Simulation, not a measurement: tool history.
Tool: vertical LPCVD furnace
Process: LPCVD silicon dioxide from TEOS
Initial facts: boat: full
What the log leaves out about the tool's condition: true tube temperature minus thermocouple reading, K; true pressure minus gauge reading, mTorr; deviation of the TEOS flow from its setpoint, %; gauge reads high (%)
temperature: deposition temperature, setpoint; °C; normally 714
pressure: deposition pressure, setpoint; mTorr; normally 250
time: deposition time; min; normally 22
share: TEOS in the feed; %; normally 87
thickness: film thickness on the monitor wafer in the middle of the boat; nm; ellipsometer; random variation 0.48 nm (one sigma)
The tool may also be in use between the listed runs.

run,hour,temperature,pressure,time,share,wafers since the last listed run,hours since the last temperature calibration,hours since the pressure gauge was zeroed,hours since the TEOS flow controller was replaced,hours since the gauge calibration,"read-back reference wafer on the same gauge, thickness",thickness
1,0,714,250,22,87,0,2620.6,2059.5,1731.2,810.9,205.98,226.56
2,106.9,714,250,22,87,2346,2727.5,2166.4,1838.1,917.8,205.93,226.64
3,144.1,714,250,22,87,816,2764.7,2203.6,1875.3,955,206.02,226.48
4,214.4,714,250,22,87,1543,2835,2273.9,1945.6,1025.3,205.92,227.16
5,258.8,714,250,22,87,974,2879.4,2318.3,1990,1069.7,205.93,225.29
# hour 268.1: gauge calibrated
6,343.8,714,250,22,87,1865,2964.4,2403.3,2075,75.7,206.02,225.98
7,416.6,719,250,22,87,1598,3037.2,2476.1,2147.8,148.5,205.95,253.17
8,501.8,719,250,22,87,1870,3122.4,2561.3,2233,233.7,205.85,253.22
# hour 567: thermocouples replaced and temperature profile calibrated
9,598.8,719,250,22,87,1602,31.8,2658.3,2330,330.7,206,252.26
10,652.1,714,250,22,87,1170,85.1,2711.6,2383.3,384,206.02,225.93
# hour 713.5: TEOS flow controller replaced
11,714,714,250,22,87,831,147,2773.5,0.5,445.9,206.01,224.95
12,754.5,714,250,22,87,889,187.5,2814,41,486.4,206.13,224.93
13,810,709,250,22,80,1218,243,2869.5,96.5,541.9,205.9,192.99
14,867.9,714,250,29,75,1271,300.9,2927.4,154.4,599.8,206.04,274.8
15,923.7,714,305,16.5,96,1224,356.7,2983.2,210.2,655.6,206.02,196.94
16,1011.9,714,250,22,87,1936,444.9,3071.4,298.4,743.8,206.09,224.64
17,1099.7,703,250,17.5,97,1927,532.7,3159.2,386.2,831.6,205.98,146.97
# hour 1162: pressure gauge zeroed
18,1162.5,714,250,22,87,851,595.5,0.5,449,894.4,206.05,231.54
# hour 1167.7: gauge calibrated
19,1259,714,250,22,79,2118,692,97,545.5,91.3,206.02,220.41
20,1323.4,714,250,22,87,1413,756.4,161.4,609.9,155.7,205.95,231.31
21,1379.9,725,200,28.5,76,1240,812.9,217.9,666.4,212.2,205.91,319.75
22,1416.5,719,250,13,87,803,849.5,254.5,703,248.8,205.98,152.56
23,1516,714,205,14,87,2184,949,354,802.5,348.3,206,132.37
24,1568.4,714,250,22,87,1150,1001.4,406.4,854.9,400.7,206.06,231.09

Consider 3 possible next runs. They are alternatives, not a sequence: every one starts from the tool as it was left by run 24. What does each give?
A,1572,714,250,22,87,79,1005,410,858.5,404.3,?,?
B,1572,714,250,22,97,79,1005,410,858.5,404.3,?,?
C,1572,714,220,22,87,79,1005,410,858.5,404.3,?,?

run,"read-back reference wafer on the same gauge, thickness",thickness
A,205.95,230.68
B,205.95,243.58
C,205.95,216.31
With the hidden condition removed and each run's random variation left untouched, the same runs would have given:
run,thickness
A,231.33
B,244.26
C,217.01
